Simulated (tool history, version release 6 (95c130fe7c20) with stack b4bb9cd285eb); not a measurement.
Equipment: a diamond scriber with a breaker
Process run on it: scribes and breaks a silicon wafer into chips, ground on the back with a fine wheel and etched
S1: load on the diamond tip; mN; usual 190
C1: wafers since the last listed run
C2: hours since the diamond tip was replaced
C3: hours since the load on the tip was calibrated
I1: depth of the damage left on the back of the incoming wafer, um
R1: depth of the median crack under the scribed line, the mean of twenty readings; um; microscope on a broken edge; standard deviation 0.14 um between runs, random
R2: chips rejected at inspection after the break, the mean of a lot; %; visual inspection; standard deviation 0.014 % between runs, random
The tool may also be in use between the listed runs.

run    hour   S1   C1     C2     C3    I1    R1     R2
  1       0  190    0  657.4     96  0.72  7.67   1.95
  2    20.5  190   93  677.9  116.5  0.49  7.41   1.97
  3    55.6  190  159    713  151.6  0.69  7.46   2.08
  4      91  190  160  748.4    187  0.36  7.28   2.27
  5   107.1  148   73  764.5  203.1  0.75  6.14  13.11
      123.2  -- diamond tip replaced by a new one
  6   123.7  148   66    0.5  219.7  0.59  6.64   5.88
  7     158  167  155   34.8    254  0.51  7.34   2.51
  8   188.8  167  139   65.6  284.8  0.64  7.14   2.65
  9   206.2  167   79     83  302.2  0.39  7.27    2.9
 10   222.5  190   74   99.3  318.5   0.3  7.66   0.69
 11     251  164  129  127.8    347  0.46  6.98   3.83
 12   299.3  164  219  176.1  395.3  0.61  6.88   4.49
 13   329.2  164  135    206  425.2  0.71  6.83   4.88
 14   363.4  149  155  240.2  459.4  0.46  6.17   9.54
 15   398.1  190  157  274.9  494.1  0.31  7.36   1.67
 16     430  190  144  306.8    526  0.37  7.48   1.97
 17   445.4  190   69  322.2  541.4  0.63  7.19   2.09
 18   459.2  190   62    336  555.2  0.69  7.29   2.34
 19   476.4  228   78  353.2  572.4  0.72  8.22   0.49
 20   489.2  228   58    366  585.2  0.62  8.26   0.45
 21   519.7  228  138  396.5  615.7  0.64  7.67   0.49
      563.1  -- load on the tip recalibrated
 22   624.8  190  468  501.6   61.7  0.38  7.56   1.07
 23   657.6  209  148  534.4   94.5  0.34  8.13   0.48
 24   690.2  190  148    567  127.1  0.74  7.41   1.35
 25   715.7  141  115  592.5  152.6  0.31  6.11  12.41
 26   732.7  222   77  609.5  169.6  0.72  8.32    0.6
 27   750.7  190   81  627.5  187.6  0.44  7.43   1.66
 28   765.8  190   68  642.6  202.7  0.63  7.29   1.69
 29   782.8  190   77  659.6  219.7  0.77  7.23   1.95
 30   805.1  163  101  681.9    242  0.46  6.59   7.16
 31   828.8  140  107  705.6  265.7  0.45  5.87  14.34
 32   845.1  213   74  721.9    282  0.62  7.66    0.6
      851.7  -- diamond tip replaced by a new one
 33   864.3  134   78   12.6  301.2  0.46  6.24  10.56
 34   892.7  133  128     41  329.6  0.73  6.08  11.89
 35   916.6  133  108   64.9  353.5  0.48  6.23  12.02
 36   934.9  190   83   83.2  371.8  0.58  7.78    0.7
 37   949.6  216   66   97.9  386.5  0.72  8.19   0.83
 38   981.8  190  146  130.1  418.7  0.54  7.56   0.87
 39  1007.9  221  118  156.2  444.8  0.31  8.59   0.81
 40  1026.2  167   83  174.5  463.1  0.39  6.99   4.08
 41  1041.4  230   69  189.7  478.3  0.73  8.43   1.11
 42  1070.5  241  132  218.8  507.4  0.72  8.93   1.69
 43  1089.4  232   85  237.7  526.3  0.63  8.82   0.89

What would each run have given without the hidden state, its run-to-run variation left as it was?
Hidden state at play: share of the diamond tip's cutting effectiveness lost through wear, %; deviation of the load on the tip from its setpoint, %.
run    R1    R2
  1  8.41  0.51
  2  8.15  0.47
  3  8.26  0.47
  4  8.12  0.44
  5  6.87  5.28
  6  6.76  4.97
  7  7.52  1.73
  8  7.37  1.67
  9  7.53  1.72
 10  7.96  0.45
 11  7.31  2.06
 12  7.29   2.1
 13   7.3  2.09
 14  6.66  4.81
 15  8.03  0.45
 16  8.26  0.45
 17  7.97  0.46
 18  8.13  0.48
 19  9.22  2.84
 20   9.3  2.74
 21  8.73  2.95
 22  8.05  0.45
 23   8.7  1.18
 24  7.98  0.48
 25  6.61  6.87
 26  9.03  2.34
 27  8.09  0.47
 28  7.97  0.46
 29  7.92  0.52
 30  7.26  2.32
 31   6.5  6.96
 32  8.52  1.43
 33  6.36  9.18
 34  6.23  9.91
 35  6.43  9.63
 36  8.07  0.48
 37  8.53  1.67
 38  7.94  0.48
 39  9.09  2.18
 40  7.44  1.73
 41  9.02  3.09
 42  9.63  4.65
 43  9.57   3.2
